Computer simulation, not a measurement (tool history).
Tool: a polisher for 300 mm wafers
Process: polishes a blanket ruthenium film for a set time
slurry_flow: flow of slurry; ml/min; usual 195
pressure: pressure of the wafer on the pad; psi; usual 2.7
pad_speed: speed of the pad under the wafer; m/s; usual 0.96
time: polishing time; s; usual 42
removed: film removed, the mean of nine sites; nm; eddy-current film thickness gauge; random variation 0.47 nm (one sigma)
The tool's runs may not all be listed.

run	hour	slurry_flow	pressure	pad_speed	time	incoming thickness of the incoming film, nm	removed
1	0.0	250	2.7	0.76	42	516.1	53.4
# hour 11.9: worn pad replaced by a new one
2	12.4	250	2.7	0.76	42	513.7	55.8
3	24.8	195	2.4	0.96	42	519.9	61.5
# hour 58.2: worn pad replaced by a new one
4	64.3	195	2.4	0.96	42	526.4	61.6
5	79.6	195	3.4	0.96	42	520.1	80.5
6	87.0	195	3.4	0.96	42	520.7	81.2
# hour 101.1: worn pad replaced by a new one
7	101.6	195	3.4	0.96	42	517.3	82.0
8	136.6	155	2.7	0.96	42	521.3	63.8
# hour 144.8: worn pad replaced by a new one, of another model than before
9	147.3	155	2.7	0.96	42	518.9	61.9
# hour 149.2: slurry nozzle cleaned
# hour 150.3: head pressure recalibrated
10	159.7	230	2.0	1.22	38	518.7	67.6
11	167.5	165	2.3	0.68	35	515.2	38.3
12	180.6	195	3.3	0.96	42	517.6	72.7
# hour 188.5: worn pad replaced by a new one
13	189.2	155	2.7	0.96	42	513.8	62.9
14	195.8	170	3.5	1.06	47	521.8	90.0
15	207.1	220	2.7	0.96	35	523.0	57.9
16	220.1	195	2.7	0.96	50	521.0	80.0
17	227.4	195	2.7	0.96	42	524.3	66.3
18	236.5	195	2.7	0.96	52	523.2	79.3

Run 19 comes next. What will it give?
# hour 241.4: worn pad replaced by a new one
19	251.2	150	3.5	0.68	57	514.0	?

Run 19 gave removed 72.9 nm.
Without the tool's hidden state the same run would have given removed 73.4 nm.
